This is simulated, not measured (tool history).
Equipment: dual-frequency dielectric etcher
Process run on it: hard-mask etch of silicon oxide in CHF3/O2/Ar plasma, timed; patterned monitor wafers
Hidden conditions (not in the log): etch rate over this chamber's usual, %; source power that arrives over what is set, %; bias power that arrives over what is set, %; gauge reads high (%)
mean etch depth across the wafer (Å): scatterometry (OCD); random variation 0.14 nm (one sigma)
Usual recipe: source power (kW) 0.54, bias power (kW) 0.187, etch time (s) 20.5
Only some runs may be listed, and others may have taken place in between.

run,hour,source power (kW),bias power (kW),etch time (s),wafers since the last listed run,hours since the last wet clean,hours since the last source power generator calibration,hours since the last bias power generator calibration,hours since the last upper electrode change,hours since the gauge calibration,"read-back reference wafer on the same gauge, depth_nm",mean etch depth across the wafer (Å)
1,0,0.54,0.187,20.5,0,0.5,1914.3,1059.2,2728.2,223.3,33.72,377.4
2,46.2,0.58,0.187,20.5,796,46.7,1960.5,1105.4,2774.4,269.5,33.82,388.4
3,150.5,0.54,0.187,23.5,1797,151,2064.8,1209.7,2878.7,373.8,33.71,429.7
4,186.8,0.46,0.187,20.5,625,187.3,2101.1,1246,2915,410.1,33.62,351.8
5,257.1,0.46,0.187,20.5,1211,257.6,2171.4,1316.3,2985.3,480.4,33.51,351.7
6,357.6,0.54,0.159,20.5,1731,358.1,2271.9,1416.8,3085.8,580.9,33.46,343.6
7,427.8,0.54,0.159,20.5,1209,428.3,2342.1,1487,3156,651.1,33.45,341
# hour 524.8: wet clean of the chamber
8,525.3,0.54,0.187,20.5,1266,0.5,2439.6,1584.5,3253.5,748.6,33.38,371
9,674.8,0.54,0.187,20.5,2576,150,2589.1,1734,3403,898.1,33.26,370.7
# hour 735.1: upper electrode replaced
10,750.2,0.54,0.187,20.5,885,225.4,2664.5,1809.4,15.1,973.5,33.17,369.1
11,787.7,0.54,0.187,16,646,262.9,2702,1846.9,52.6,1011,33.14,289.1
# hour 813.3: bias power generator calibrated
12,842.3,0.54,0.187,16,871,317.5,2756.6,29,107.2,1065.6,33.11,289.2
13,896.6,0.54,0.187,16,935,371.8,2810.9,83.3,161.5,1119.9,33.08,287.1
14,993,0.54,0.187,20.5,1661,468.2,2907.3,179.7,257.9,1216.3,33.02,366.7
# hour 1099.4: wet clean of the chamber
15,1099.9,0.46,0.187,20.5,1428,0.5,3014.2,286.6,364.8,1323.2,32.92,344.7
# hour 1106.7: source power generator calibrated
# hour 1112.1: gauge calibrated
16,1178.4,0.62,0.155,20.5,1283,79,71.7,365.1,443.3,66.3,34.04,360.8

What does the tool deliver on the next run?
17,1240.6,0.67,0.187,16.5,1071,141.2,133.9,427.3,505.5,128.5,?,?

{"run 17": {"read-back reference wafer on the same gauge, depth_nm": 34.04, "mean etch depth across the wafer (Å)": 332.7}}
On a tool with no hidden condition, and with the same random variation, this run would have come out at mean etch depth across the wafer (Å) 331.4.
